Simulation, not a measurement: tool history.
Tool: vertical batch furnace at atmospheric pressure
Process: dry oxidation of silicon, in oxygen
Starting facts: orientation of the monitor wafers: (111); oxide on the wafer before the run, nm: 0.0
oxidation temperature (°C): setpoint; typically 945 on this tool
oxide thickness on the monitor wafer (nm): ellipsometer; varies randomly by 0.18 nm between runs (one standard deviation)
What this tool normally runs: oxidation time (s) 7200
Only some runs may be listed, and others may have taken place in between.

run	hour	oxidation temperature (°C)	oxidation time (s)	wafers since the last listed run	hours since the last temperature calibration	hours since the boat lift was adjusted	hours since the gauge calibration	read-back reference wafer on the same gauge, thickness	oxide thickness on the monitor wafer (nm)
1	0	945	7200	0	2593.9	3214.1	318.2	80.54	68.54
2	21.1	945	9930	227	2615	3235.2	339.3	80.69	84.86
3	30.9	945	9930	105	2624.8	3245	349.1	80.75	85.09
4	44.1	945	9930	142	2638	3258.2	362.3	80.57	85.34
5	56.3	927	7200	131	2650.2	3270.4	374.5	80.59	58.66
6	72.4	945	8790	173	2666.3	3286.5	390.6	80.52	78.48
7	83.7	945	8790	122	2677.6	3297.8	401.9	80.63	78.58
8	91.7	945	7200	86	2685.6	3305.8	409.9	80.63	68.28
9	112.7	945	7200	226	2706.6	3326.8	430.9	80.6	68.58
10	126.6	945	7200	150	2720.5	3340.7	444.8	80.65	68.67
11	142.9	945	6180	176	2736.8	3357	461.1	80.56	61.63
# hour 152.6: gauge calibrated
12	160.8	945	6180	193	2754.7	3374.9	8.2	80.57	61.74
13	176.7	945	6180	171	2770.6	3390.8	24.1	80.63	61.34
14	195.2	945	7200	199	2789.1	3409.3	42.6	80.61	68.3
15	207.1	945	7200	128	2801	3421.2	54.5	80.58	68.74
16	223.4	945	7200	176	2817.3	3437.5	70.8	80.55	68.5
17	234	969	5550	114	2827.9	3448.1	81.4	80.64	69.4
18	244.8	961	4020	116	2838.7	3458.9	92.2	80.52	52.34
19	263.7	957	4530	204	2857.6	3477.8	111.1	80.58	55.05
20	285.2	952	4410	232	2879.1	3499.3	132.6	80.63	52
21	296.5	930	8730	122	2890.4	3510.6	143.9	80.61	69
22	309.5	945	7200	140	2903.4	3523.6	156.9	80.62	68.57
# hour 362.8: boat lift adjusted
# hour 381.8: thermocouples replaced and temperature profile calibrated
23	382.3	970	4650	322	0.5	19.5	229.7	80.57	62.16
24	387.6	962	5100	57	5.8	24.8	235	80.62	62.09
25	396.5	930	8730	96	14.7	33.7	243.9	80.6	69.16
26	409.2	945	7200	137	27.4	46.4	256.6	80.6	68.67
27	431.4	930	7200	239	49.6	68.6	278.8	80.53	60.32
28	440	963	9900	92	58.2	77.2	287.4	80.61	97.32
29	449.1	925	5520	98	67.3	86.3	296.5	80.63	47.99
30	465.8	956	10530	180	84	103	313.2	80.54	96.72
31	483.8	924	5340	194	102	121	331.2	80.65	46.41
32	497.4	932	5160	146	115.6	134.6	344.8	80.58	48.9

Describe how what the log doesn't record of the tool's condition differs between the last listed run preceding each entry between runs and the first listed run following it.
In the gap between runs 11 and 12: gauge calibrated (hour 152.6)
  nothing in the hidden state changes from one run to the other
In the gap between runs 22 and 23: boat lift adjusted (hour 362.8); thermocouples replaced and temperature profile calibrated (hour 381.8)
  nothing in the hidden state changes from one run to the other

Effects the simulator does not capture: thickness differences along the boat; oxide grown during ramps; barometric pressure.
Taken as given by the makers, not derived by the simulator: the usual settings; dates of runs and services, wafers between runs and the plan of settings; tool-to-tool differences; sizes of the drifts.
